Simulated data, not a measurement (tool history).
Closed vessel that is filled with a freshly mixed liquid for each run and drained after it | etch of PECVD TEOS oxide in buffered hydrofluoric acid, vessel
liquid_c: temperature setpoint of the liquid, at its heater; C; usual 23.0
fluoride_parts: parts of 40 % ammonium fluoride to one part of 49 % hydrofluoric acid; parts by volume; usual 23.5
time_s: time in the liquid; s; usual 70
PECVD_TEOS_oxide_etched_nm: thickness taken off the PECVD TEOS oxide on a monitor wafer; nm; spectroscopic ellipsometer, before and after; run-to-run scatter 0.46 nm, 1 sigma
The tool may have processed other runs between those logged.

run,hour,liquid_c,fluoride_parts,time_s,"read-back film thickness of the PECVD TEOS oxide reference wafer, read on the same gauge (nm)",PECVD_TEOS_oxide_etched_nm
1,0.0,21.5,23.5,70,130.02,52.59
2,28.8,23.0,23.5,70,130.01,56.02
3,100.4,23.0,23.5,70,129.99,56.23
4,133.2,23.0,23.5,70,130.02,56.80
5,166.5,23.0,23.5,70,130.04,57.06
6,214.2,23.0,23.5,70,129.97,56.20
7,263.4,23.0,27.5,50,129.99,36.14
8,289.2,23.0,27.5,50,129.99,35.98
9,334.8,23.0,23.5,70,130.02,57.20
10,396.9,23.0,23.5,70,130.02,57.30
11,458.6,23.0,23.5,70,129.97,56.59
12,510.5,23.0,23.5,70,130.04,57.44
13,570.4,28.0,18.5,50,129.99,64.82
14,638.1,23.0,23.5,85,130.00,68.30
15,702.7,23.0,19.0,40,129.98,38.33
16,760.6,27.5,15.5,70,130.02,104.65
17,823.1,23.0,17.0,70,129.97,75.49
18,864.7,25.0,26.0,80,129.96,67.94
19,917.5,23.0,20.5,40,130.02,36.19
20,967.3,23.0,14.0,95,129.95,122.58
21,1029.3,23.0,23.5,70,129.99,56.88
22,1100.3,23.0,23.5,70,130.00,56.47
23,1162.6,20.0,27.0,85,130.00,52.86
24,1199.9,25.0,23.5,70,129.96,62.30
25,1254.3,23.0,23.5,70,129.99,56.59

Missing from the log above: 4 entries noted between runs. For each, name the pair of listed runs it sits between and say how the tool's hidden condition differs from the listed run just before to the listed run just after:
After run 1, before run 2: hydrofluoric acid flow meter replaced (hour 10.5)
  no hidden state differs between the two runs
After run 9, before run 10: thermometer replaced (hour 385.8)
  no hidden state differs between the two runs
After run 12, before run 13: gauge calibrated (hour 561.4)
  no hidden state differs between the two runs
After run 18, before run 19: hydrofluoric acid flow meter replaced (hour 912.4)
  no hidden state differs between the two runs

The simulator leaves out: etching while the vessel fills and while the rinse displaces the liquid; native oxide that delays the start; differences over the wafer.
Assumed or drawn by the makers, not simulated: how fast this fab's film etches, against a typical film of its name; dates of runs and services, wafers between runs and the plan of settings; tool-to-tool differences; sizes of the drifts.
